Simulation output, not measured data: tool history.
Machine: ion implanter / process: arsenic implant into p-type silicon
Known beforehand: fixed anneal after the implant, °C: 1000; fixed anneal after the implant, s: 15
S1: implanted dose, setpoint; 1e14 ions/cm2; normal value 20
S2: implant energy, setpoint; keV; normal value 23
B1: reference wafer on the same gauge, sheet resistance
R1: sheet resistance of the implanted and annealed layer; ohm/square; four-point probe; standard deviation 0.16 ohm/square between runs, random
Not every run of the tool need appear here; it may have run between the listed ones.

run 1 hour=0 | S1=20 S2=23 | B1=124.95 | R1=105.01
run 2 hour=32.5 | S1=20 S2=23 | B1=125.06 | R1=105.02
-- hour=85.3 gauge calibrated
run 3 hour=111.8 | S1=20 S2=23 | B1=124.96 | R1=105.09
run 4 hour=138.9 | S1=21.52 S2=23 | B1=125.03 | R1=103.84
run 5 hour=187 | S1=21.52 S2=23 | B1=125.07 | R1=104.07
run 6 hour=248.9 | S1=22.29 S2=25 | B1=125 | R1=99.9
run 7 hour=297.5 | S1=22.29 S2=25 | B1=125 | R1=99.77
run 8 hour=352.4 | S1=20 S2=23 | B1=125.01 | R1=105.4
run 9 hour=383.9 | S1=21.6 S2=15.5 | B1=125.03 | R1=120.36
-- hour=432.2 extraction supply calibrated
run 10 hour=450.2 | S1=25.7 S2=30 | B1=125.05 | R1=90.26
-- hour=542.9 Faraday cup replaced and dose calibrated
-- hour=595.3 gauge calibrated
run 11 hour=653.1 | S1=20 S2=23 | B1=124.96 | R1=104.61
run 12 hour=695.1 | S1=15.03 S2=23 | B1=125.03 | R1=111.02
run 13 hour=765.7 | S1=20 S2=28 | B1=125.04 | R1=95.93
run 14 hour=834.5 | S1=16.71 S2=30 | B1=125 | R1=97.64
run 15 hour=903.8 | S1=16.07 S2=17 | B1=124.97 | R1=122.41

How would selected steps in R1 from run to run divide? Give the signed amount a tool lacking its hidden state would still show from settings, what came in and random variation, and the signed amount left for the hidden state, including any gauge scatter that is not in both of the compared results.
Hidden state at play: deviation of the true dose from the Faraday cup's reading, %; deviation of the true energy from its setpoint, %; gauge reads high (%).
Run 9 -> 10: S1 21.6 -> 25.7, S2 15.5 -> 30, extraction supply calibrated. R1 -30.1 ohm/square: hidden state -0.21, all else -29.89.
Run 10 -> 11: S1 25.7 -> 20, S2 30 -> 23, Faraday cup replaced and dose calibrated, gauge calibrated. R1 +14.35 ohm/square: hidden state -0.5, all else +14.85.
